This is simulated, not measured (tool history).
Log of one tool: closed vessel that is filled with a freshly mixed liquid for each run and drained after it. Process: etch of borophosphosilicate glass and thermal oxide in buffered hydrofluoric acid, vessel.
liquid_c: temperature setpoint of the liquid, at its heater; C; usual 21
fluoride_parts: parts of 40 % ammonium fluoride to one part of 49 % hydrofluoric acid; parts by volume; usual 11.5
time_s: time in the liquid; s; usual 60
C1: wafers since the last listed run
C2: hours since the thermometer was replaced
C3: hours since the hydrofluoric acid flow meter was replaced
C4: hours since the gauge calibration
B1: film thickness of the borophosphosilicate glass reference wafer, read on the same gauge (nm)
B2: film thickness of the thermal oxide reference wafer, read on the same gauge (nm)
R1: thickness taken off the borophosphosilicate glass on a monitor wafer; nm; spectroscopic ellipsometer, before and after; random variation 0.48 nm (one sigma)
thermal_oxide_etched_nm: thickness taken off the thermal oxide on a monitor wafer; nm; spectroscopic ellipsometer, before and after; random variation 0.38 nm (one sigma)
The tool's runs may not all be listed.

{"run": 1, "hour": 0.0, "liquid_c": 21, "fluoride_parts": 11.5, "time_s": 60, "C1": 0, "C2": 2080.1, "C3": 1766.4, "C4": 3.5, "B1": 80, "B2": 39.99, "R1": 58.26, "thermal_oxide_etched_nm": 51.29}
{"run": 2, "hour": 26.4, "liquid_c": 21, "fluoride_parts": 11.5, "time_s": 60, "C1": 2857, "C2": 2106.5, "C3": 1792.8, "C4": 29.9, "B1": 79.99, "B2": 40.01, "R1": 57.21, "thermal_oxide_etched_nm": 51.38}
{"run": 3, "hour": 53.1, "liquid_c": 21, "fluoride_parts": 11.5, "time_s": 60, "C1": 2890, "C2": 2133.2, "C3": 1819.5, "C4": 56.6, "B1": 79.97, "B2": 39.98, "R1": 57.12, "thermal_oxide_etched_nm": 51.37}
{"run": 4, "hour": 73.0, "liquid_c": 21, "fluoride_parts": 11.5, "time_s": 60, "C1": 2154, "C2": 2153.1, "C3": 1839.4, "C4": 76.5, "B1": 79.99, "B2": 39.98, "R1": 57.28, "thermal_oxide_etched_nm": 51.98}
{"hour": 92.4, "done": "thermometer replaced"}
{"run": 5, "hour": 98.0, "liquid_c": 21, "fluoride_parts": 11.5, "time_s": 60, "C1": 2597, "C2": 5.6, "C3": 1864.4, "C4": 101.5, "B1": 80.01, "B2": 40.01, "R1": 64.25, "thermal_oxide_etched_nm": 57.01}
{"run": 6, "hour": 114.0, "liquid_c": 21, "fluoride_parts": 11.5, "time_s": 60, "C1": 1731, "C2": 21.6, "C3": 1880.4, "C4": 117.5, "B1": 79.99, "B2": 40, "R1": 65.25, "thermal_oxide_etched_nm": 57.44}
{"run": 7, "hour": 136.8, "liquid_c": 21, "fluoride_parts": 8.5, "time_s": 60, "C1": 2468, "C2": 44.4, "C3": 1903.2, "C4": 140.3, "B1": 80.02, "B2": 40.01, "R1": 85.7, "thermal_oxide_etched_nm": 77.22}
{"run": 8, "hour": 163.6, "liquid_c": 21, "fluoride_parts": 11.5, "time_s": 60, "C1": 2901, "C2": 71.2, "C3": 1930, "C4": 167.1, "B1": 80, "B2": 40, "R1": 64.95, "thermal_oxide_etched_nm": 58.32}
{"run": 9, "hour": 237.0, "liquid_c": 21, "fluoride_parts": 10, "time_s": 85, "C1": 7945, "C2": 144.6, "C3": 2003.4, "C4": 240.5, "B1": 80, "B2": 40.01, "R1": 103.24, "thermal_oxide_etched_nm": 91.69}
{"hour": 262.4, "done": "hydrofluoric acid flow meter replaced"}
{"run": 10, "hour": 268.4, "liquid_c": 23.5, "fluoride_parts": 11.5, "time_s": 60, "C1": 3290, "C2": 176, "C3": 6, "C4": 271.9, "B1": 80, "B2": 40.01, "R1": 63.9, "thermal_oxide_etched_nm": 57.35}
{"run": 11, "hour": 286.3, "liquid_c": 22.5, "fluoride_parts": 10, "time_s": 35, "C1": 1937, "C2": 193.9, "C3": 23.9, "C4": 289.8, "B1": 80, "B2": 40.01, "R1": 40.86, "thermal_oxide_etched_nm": 36.41}
{"run": 12, "hour": 309.9, "liquid_c": 23.5, "fluoride_parts": 7.5, "time_s": 30, "C1": 2554, "C2": 217.5, "C3": 47.5, "C4": 313.4, "B1": 79.99, "B2": 40.01, "R1": 47.41, "thermal_oxide_etched_nm": 42.75}
{"run": 13, "hour": 328.8, "liquid_c": 17.5, "fluoride_parts": 11.5, "time_s": 90, "C1": 2045, "C2": 236.4, "C3": 66.4, "C4": 332.3, "B1": 80.01, "B2": 40, "R1": 69.37, "thermal_oxide_etched_nm": 61.07}
{"run": 14, "hour": 355.2, "liquid_c": 24.5, "fluoride_parts": 8.5, "time_s": 35, "C1": 2857, "C2": 262.8, "C3": 92.8, "C4": 358.7, "B1": 79.99, "B2": 40.02, "R1": 52.16, "thermal_oxide_etched_nm": 45.22}
{"run": 15, "hour": 385.5, "liquid_c": 21, "fluoride_parts": 11.5, "time_s": 60, "C1": 3279, "C2": 293.1, "C3": 123.1, "C4": 389, "B1": 80.01, "B2": 40.01, "R1": 56.24, "thermal_oxide_etched_nm": 49.6}
{"run": 16, "hour": 408.8, "liquid_c": 25, "fluoride_parts": 9.5, "time_s": 50, "C1": 2522, "C2": 316.4, "C3": 146.4, "C4": 412.3, "B1": 80, "B2": 39.99, "R1": 68.12, "thermal_oxide_etched_nm": 60.52}
{"run": 17, "hour": 426.8, "liquid_c": 21, "fluoride_parts": 11.5, "time_s": 35, "C1": 1948, "C2": 334.4, "C3": 164.4, "C4": 430.3, "B1": 80, "B2": 39.99, "R1": 32.73, "thermal_oxide_etched_nm": 28.85}

Forecast run 18:
{"run": 18, "hour": 488.0, "liquid_c": 21, "fluoride_parts": 11.5, "time_s": 60, "C1": 6624, "C2": 395.6, "C3": 225.6, "C4": 491.5, "B1": "?", "B2": "?", "R1": "?", "thermal_oxide_etched_nm": "?"}

B1: 79.99
B2: 40
R1: 56.38 nm
thermal_oxide_etched_nm: 49.75 nm
Without the tool's hidden state the same run would have given R1 56.9 nm, thermal_oxide_etched_nm 50.23 nm.
